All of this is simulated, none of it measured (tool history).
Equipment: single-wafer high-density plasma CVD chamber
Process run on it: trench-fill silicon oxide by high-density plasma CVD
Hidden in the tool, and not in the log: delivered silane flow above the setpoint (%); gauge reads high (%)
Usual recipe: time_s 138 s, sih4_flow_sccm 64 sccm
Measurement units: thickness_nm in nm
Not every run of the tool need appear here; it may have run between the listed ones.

run    hour  time_s  sih4_flow_sccm  wafers since the last listed run  hours since the silane flow controller was replaced  hours since the gauge calibration  read-back reference wafer on the same gauge, thickness_nm  thickness_nm
  1       0     128              56                                 0                                               3092.2                              602.5                                                    982.877       717.838
  2    30.3     128              56                               256                                               3122.5                              632.8                                                    983.969       721.526
  3   101.4     128              56                               601                                               3193.6                              703.9                                                    984.988        717.94
  4   167.4     119              64                               558                                               3259.6                              769.9                                                    982.752       744.467
  5   219.9     119              64                               444                                               3312.1                              822.4                                                    985.285       751.015
  6   262.3     138              71                               358                                               3354.5                              864.8                                                    981.504       947.567
  7   320.8     138              71                               495                                                 3413                              923.3                                                    983.932       949.018
  8   367.8     129              58                               397                                                 3460                              970.3                                                     983.61       750.136
  9   404.4     138              64                               309                                               3496.6                             1006.9                                                    984.847       865.233
 10   473.4     138              64                               584                                               3565.6                             1075.9                                                     985.82       866.723
 11   536.9     138              74                               537                                               3629.1                             1139.4                                                    985.199       973.006
 12   582.4     138              74                               385                                               3674.6                             1184.9                                                    983.826       976.148
 13   615.7     138              74                               281                                               3707.9                             1218.2                                                    983.124       976.597
 14   650.3     117              64                               292                                               3742.5                             1252.8                                                    984.985       734.857
 15   687.4     117              64                               314                                               3779.6                             1289.9                                                    982.443        733.59
 16     723     148              55                               301                                               3815.2                             1325.5                                                     984.57       820.927
      746.3  -- gauge calibrated
 17   776.8     138              64                               455                                                 3869                               30.5                                                    983.564       867.054
 18   915.2     157              61                              1171                                               4007.4                              168.9                                                    985.048        946.75
 19   956.6     116              74                               350                                               4048.8                              210.3                                                    983.583        824.46
 20  1022.3     148              64                               556                                               4114.5                                276                                                    983.687       931.698
 21    1072     165              64                               420                                               4164.2                              325.7                                                    984.637      1032.711
     1090.6  -- silane flow controller replaced
 22  1122.3     164              58                               358                                                 31.7                                376                                                      983.1       991.721
 23  1184.9     138              64                               530                                                 94.3                              438.6                                                    983.818       906.598
 24  1239.2     145              71                               459                                                148.6                              492.9                                                    985.239      1041.815
 25    1310     123              73                               599                                                219.4                              563.7                                                    983.793       901.296
 26  1354.9     111              64                               380                                                264.3                              608.6                                                    983.617        721.57
 27  1426.8     127              64                               608                                                336.2                              680.5                                                    983.535       829.755
 28  1490.8     138              64                               541                                                400.2                              744.5                                                    983.653       892.005
 29  1560.9     164              53                               593                                                470.3                              814.6                                                     984.38       909.882
 30  1604.4     148              73                               368                                                513.8                              858.1                                                    984.778      1074.924

Predict each of these 5 candidate next runs independently; none follows another, all start after run 30:
  A  1604.8     149              64                                 3                                                514.2                              858.5                                                          ?             ?
  B  1604.8     150              68                                 3                                                514.2                              858.5                                                          ?             ?
  C  1604.8     156              71                                 3                                                514.2                              858.5                                                          ?             ?
  D  1604.8     130              52                                 3                                                514.2                              858.5                                                          ?             ?
  E  1604.8     120              64                                 3                                                514.2                              858.5                                                          ?             ?

run  read-back reference wafer on the same gauge, thickness_nm  thickness_nm
  A                                                    985.138       964.847
  B                                                    985.138      1023.209
  C                                                    985.138      1104.609
  D                                                    985.138       706.908
  E                                                    985.138       777.058
What these runs would have given with no unlogged condition in the tool:
run  thickness_nm
  A       974.559
  B      1033.509
  C      1115.728
  D       714.024
  E        784.88

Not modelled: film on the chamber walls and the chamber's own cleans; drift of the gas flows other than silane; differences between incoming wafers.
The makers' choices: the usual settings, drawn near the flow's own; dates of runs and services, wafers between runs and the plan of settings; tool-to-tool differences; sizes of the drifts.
